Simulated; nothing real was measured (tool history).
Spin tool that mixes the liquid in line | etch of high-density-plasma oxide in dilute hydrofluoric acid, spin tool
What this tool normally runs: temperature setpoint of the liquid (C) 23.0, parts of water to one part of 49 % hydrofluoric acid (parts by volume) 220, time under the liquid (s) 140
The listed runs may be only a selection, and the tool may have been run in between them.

| run | hour | temperature setpoint of the liquid (C) | parts of water to one part of 49 % hydrofluoric acid (parts by volume) | time under the liquid (s) | wafers since the last listed run | hours since the thermometer was replaced | hours since the hydrofluoric acid flow meter was replaced | hours since the gauge calibration | read-back film thickness of the high-density-plasma oxide reference wafer, read on the same gauge (nm) | thickness taken off the high-density-plasma oxide on a monitor wafer (Å) |
|---|---|---|---|---|---|---|---|---|---|---|
| 1 | 0.0 | 23.0 | 220 | 140 | 0 | 2723.1 | 2611.8 | 152.7 | 59.993 | 41.54 |
| 2 | 6.0 | 23.0 | 220 | 140 | 62 | 2729.1 | 2617.8 | 158.7 | 59.938 | 41.54 |
| 3 | 20.0 | 23.0 | 220 | 140 | 145 | 2743.1 | 2631.8 | 172.7 | 59.994 | 40.88 |
| 4 | 36.7 | 23.0 | 220 | 140 | 174 | 2759.8 | 2648.5 | 189.4 | 59.998 | 41.11 |
| 5 | 50.7 | 23.0 | 220 | 140 | 145 | 2773.8 | 2662.5 | 203.4 | 59.953 | 40.93 |
| 6 | 60.1 | 23.0 | 220 | 140 | 97 | 2783.2 | 2671.9 | 212.8 | 59.971 | 41.30 |
| 7 | 69.2 | 23.0 | 265 | 140 | 94 | 2792.3 | 2681.0 | 221.9 | 60.014 | 32.34 |
| 8 | 84.4 | 23.0 | 220 | 140 | 158 | 2807.5 | 2696.2 | 237.1 | 60.017 | 41.03 |
| 9 | 102.3 | 23.0 | 220 | 140 | 186 | 2825.4 | 2714.1 | 255.0 | 60.005 | 41.12 |
|  | 112.6 | hydrofluoric acid flow meter replaced |
| 10 | 117.7 | 23.0 | 220 | 140 | 150 | 2840.8 | 5.1 | 270.4 | 60.025 | 48.52 |
| 11 | 124.8 | 23.0 | 220 | 140 | 74 | 2847.9 | 12.2 | 277.5 | 60.037 | 48.36 |
| 12 | 137.4 | 23.0 | 220 | 140 | 131 | 2860.5 | 24.8 | 290.1 | 60.011 | 48.41 |
| 13 | 146.3 | 23.0 | 220 | 140 | 92 | 2869.4 | 33.7 | 299.0 | 59.962 | 48.25 |
| 14 | 160.0 | 23.0 | 270 | 140 | 142 | 2883.1 | 47.4 | 312.7 | 60.007 | 37.21 |
| 15 | 171.9 | 21.5 | 250 | 220 | 124 | 2895.0 | 59.3 | 324.6 | 60.023 | 61.03 |
| 16 | 179.5 | 23.0 | 220 | 140 | 79 | 2902.6 | 66.9 | 332.2 | 60.004 | 48.24 |
| 17 | 209.1 | 23.0 | 220 | 140 | 308 | 2932.2 | 96.5 | 361.8 | 59.996 | 47.83 |
|  | 217.0 | thermometer replaced |
|  | 225.9 | gauge calibrated |
| 18 | 252.1 | 27.0 | 220 | 185 | 437 | 35.1 | 139.5 | 26.2 | 59.960 | 72.94 |
| 19 | 261.4 | 23.0 | 125 | 95 | 96 | 44.4 | 148.8 | 35.5 | 60.010 | 63.99 |
| 20 | 271.0 | 24.5 | 270 | 215 | 100 | 54.0 | 158.4 | 45.1 | 59.992 | 60.05 |
| 21 | 281.5 | 18.5 | 175 | 140 | 109 | 64.5 | 168.9 | 55.6 | 60.009 | 52.96 |
| 22 | 295.4 | 25.0 | 220 | 140 | 144 | 78.4 | 182.8 | 69.5 | 60.021 | 51.17 |
| 23 | 308.4 | 23.0 | 220 | 140 | 135 | 91.4 | 195.8 | 82.5 | 60.037 | 47.79 |
| 24 | 318.8 | 23.0 | 220 | 75 | 108 | 101.8 | 206.2 | 92.9 | 59.990 | 25.48 |
| 25 | 336.2 | 23.0 | 220 | 140 | 181 | 119.2 | 223.6 | 110.3 | 60.015 | 47.40 |
| 26 | 348.9 | 19.0 | 220 | 115 | 132 | 131.9 | 236.3 | 123.0 | 59.976 | 33.68 |
| 27 | 362.0 | 23.0 | 220 | 140 | 136 | 145.0 | 249.4 | 136.1 | 59.974 | 47.58 |
| 28 | 377.5 | 20.0 | 220 | 140 | 161 | 160.5 | 264.9 | 151.6 | 60.011 | 42.17 |
| 29 | 389.2 | 21.5 | 255 | 220 | 121 | 172.2 | 276.6 | 163.3 | 59.990 | 59.21 |
| 30 | 401.0 | 23.0 | 250 | 65 | 122 | 184.0 | 288.4 | 175.1 | 59.980 | 18.89 |
| 31 | 410.0 | 27.5 | 275 | 195 | 93 | 193.0 | 297.4 | 184.1 | 59.982 | 58.27 |

Same runs, no hidden state in the tool, same run-to-run variation:
Hidden conditions of the tool in this case: liquid hotter than its thermometer reads (K); hydrofluoric acid flow below the setpoint (%); gauge reads high (%).
| run | thickness taken off the high-density-plasma oxide on a monitor wafer (Å) |
|---|---|
| 1 | 49.63 |
| 2 | 49.66 |
| 3 | 48.93 |
| 4 | 49.26 |
| 5 | 49.09 |
| 6 | 49.56 |
| 7 | 39.05 |
| 8 | 49.34 |
| 9 | 49.51 |
| 10 | 49.43 |
| 11 | 49.29 |
| 12 | 49.38 |
| 13 | 49.24 |
| 14 | 38.03 |
| 15 | 62.40 |
| 16 | 49.34 |
| 17 | 49.01 |
| 18 | 74.98 |
| 19 | 65.67 |
| 20 | 61.84 |
| 21 | 54.44 |
| 22 | 52.73 |
| 23 | 49.28 |
| 24 | 26.30 |
| 25 | 48.96 |
| 26 | 34.80 |
| 27 | 49.23 |
| 28 | 43.65 |
| 29 | 61.40 |
| 30 | 19.61 |
| 31 | 60.59 |
